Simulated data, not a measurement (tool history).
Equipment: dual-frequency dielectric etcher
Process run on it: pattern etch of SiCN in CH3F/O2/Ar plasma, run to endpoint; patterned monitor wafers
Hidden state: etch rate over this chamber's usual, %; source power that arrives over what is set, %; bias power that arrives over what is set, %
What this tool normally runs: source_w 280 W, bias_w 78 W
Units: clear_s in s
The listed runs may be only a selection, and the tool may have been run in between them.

| run | hour | source_w | bias_w | wafers since the last listed run | hours since the last wet clean | hours since the last source power generator calibration | hours since the last bias power generator calibration | hours since the last upper electrode change | incoming incoming film thickness, nm | clear_s |
|---|---|---|---|---|---|---|---|---|---|---|
| 1 | 0 | 230 | 65 | 0 | 371.1 | 2543.1 | 3117.5 | 1826.8 | 13.57 | 46.2 |
| 2 | 7.8 | 230 | 65 | 122 | 378.9 | 2550.9 | 3125.3 | 1834.6 | 13.53 | 44.8 |
| 3 | 15.6 | 250 | 83 | 122 | 386.7 | 2558.7 | 3133.1 | 1842.4 | 13.66 | 40.7 |
| 4 | 32 | 250 | 83 | 256 | 403.1 | 2575.1 | 3149.5 | 1858.8 | 13.62 | 40.1 |
| 5 | 40.7 | 250 | 83 | 136 | 411.8 | 2583.8 | 3158.2 | 1867.5 | 13.69 | 40.8 |
| 6 | 58.5 | 300 | 78 | 278 | 429.6 | 2601.6 | 3176 | 1885.3 | 13.57 | 39 |
| 7 | 71 | 300 | 78 | 195 | 442.1 | 2614.1 | 3188.5 | 1897.8 | 13.72 | 39.6 |
| 8 | 85.3 | 300 | 78 | 223 | 456.4 | 2628.4 | 3202.8 | 1912.1 | 13.57 | 39.5 |
| 9 | 102.4 | 230 | 83 | 267 | 473.5 | 2645.5 | 3219.9 | 1929.2 | 13.53 | 40.6 |
| 10 | 114.9 | 230 | 83 | 195 | 486 | 2658 | 3232.4 | 1941.7 | 13.53 | 40.9 |
| 11 | 132.5 | 280 | 78 | 275 | 503.6 | 2675.6 | 3250 | 1959.3 | 13.51 | 39.4 |
|  | 162.1 | wet clean of the chamber |
| 12 | 162.6 | 280 | 78 | 95 | 0.5 | 2705.7 | 3280.1 | 1989.4 | 13.74 | 41.9 |
| 13 | 162.9 | 230 | 67 | 4 | 0.8 | 2706 | 3280.4 | 1989.7 | 13.61 | 47.1 |
| 14 | 168.1 | 230 | 67 | 81 | 6 | 2711.2 | 3285.6 | 1994.9 | 13.56 | 46 |
|  | 202.2 | upper electrode replaced |
| 15 | 202.7 | 230 | 67 | 165 | 40.6 | 2745.8 | 3320.2 | 0.5 | 13.55 | 45.9 |
| 16 | 203.1 | 280 | 78 | 6 | 41 | 2746.2 | 3320.6 | 0.9 | 13.61 | 41.8 |
| 17 | 204.3 | 280 | 78 | 18 | 42.2 | 2747.4 | 3321.8 | 2.1 | 13.64 | 41.7 |
| 18 | 221.6 | 250 | 66 | 270 | 59.5 | 2764.7 | 3339.1 | 19.4 | 13.73 | 46.3 |
| 19 | 228 | 230 | 95 | 100 | 65.9 | 2771.1 | 3345.5 | 25.8 | 13.53 | 39.5 |
|  | 233.3 | bias power generator calibrated |
| 20 | 237.3 | 310 | 89 | 82 | 75.2 | 2780.4 | 4 | 35.1 | 13.75 | 38.9 |
| 21 | 246.1 | 340 | 95 | 137 | 84 | 2789.2 | 12.8 | 43.9 | 13.68 | 36.2 |
| 22 | 259.6 | 210 | 78 | 211 | 97.5 | 2802.7 | 26.3 | 57.4 | 13.57 | 44.2 |
| 23 | 274.7 | 330 | 62 | 236 | 112.6 | 2817.8 | 41.4 | 72.5 | 13.7 | 44 |
| 24 | 288.6 | 280 | 78 | 217 | 126.5 | 2831.7 | 55.3 | 86.4 | 13.59 | 41 |
|  | 301.5 | source power generator calibrated |
| 25 | 302 | 340 | 78 | 147 | 139.9 | 0.5 | 68.7 | 99.8 | 13.58 | 38.7 |
| 26 | 317.5 | 340 | 97 | 242 | 155.4 | 16 | 84.2 | 115.3 | 13.64 | 35.8 |
| 27 | 329.1 | 280 | 59 | 181 | 167 | 27.6 | 95.8 | 126.9 | 13.57 | 45.8 |
| 28 | 337.9 | 280 | 78 | 137 | 175.8 | 36.4 | 104.6 | 135.7 | 13.62 | 41.1 |
| 29 | 348.4 | 340 | 96 | 164 | 186.3 | 46.9 | 115.1 | 146.2 | 13.66 | 35.5 |
| 30 | 355.2 | 340 | 67 | 106 | 193.1 | 53.7 | 121.9 | 153 | 13.64 | 41.7 |
| 31 | 371.4 | 340 | 59 | 253 | 209.3 | 69.9 | 138.1 | 169.2 | 13.52 | 43.8 |
| 32 | 379.2 | 350 | 85 | 122 | 217.1 | 77.7 | 145.9 | 177 | 13.62 | 37.3 |
| 33 | 396.9 | 350 | 78 | 277 | 234.8 | 95.4 | 163.6 | 194.7 | 13.55 | 38.5 |
| 34 | 414.2 | 280 | 70 | 270 | 252.1 | 112.7 | 180.9 | 212 | 13.75 | 43.3 |
| 35 | 426.6 | 230 | 93 | 194 | 264.5 | 125.1 | 193.3 | 224.4 | 13.6 | 39.3 |
| 36 | 433.7 | 280 | 78 | 111 | 271.6 | 132.2 | 200.4 | 231.5 | 13.61 | 40.8 |

Predict each of these 3 candidate next runs independently; none follows another, all start after run 36:
| A | 434.1 | 280 | 98 | 6 | 272 | 132.6 | 200.8 | 231.9 | 13.73 | ? |
| B | 434.1 | 240 | 70 | 6 | 272 | 132.6 | 200.8 | 231.9 | 13.73 | ? |
| C | 434.1 | 330 | 96 | 6 | 272 | 132.6 | 200.8 | 231.9 | 13.73 | ? |

| run | clear_s |
|---|---|
| A | 37.1 |
| B | 44.7 |
| C | 36 |
What these runs would have given with no unlogged condition in the tool:
| run | clear_s |
|---|---|
| A | 38.4 |
| B | 46.2 |
| C | 37.2 |
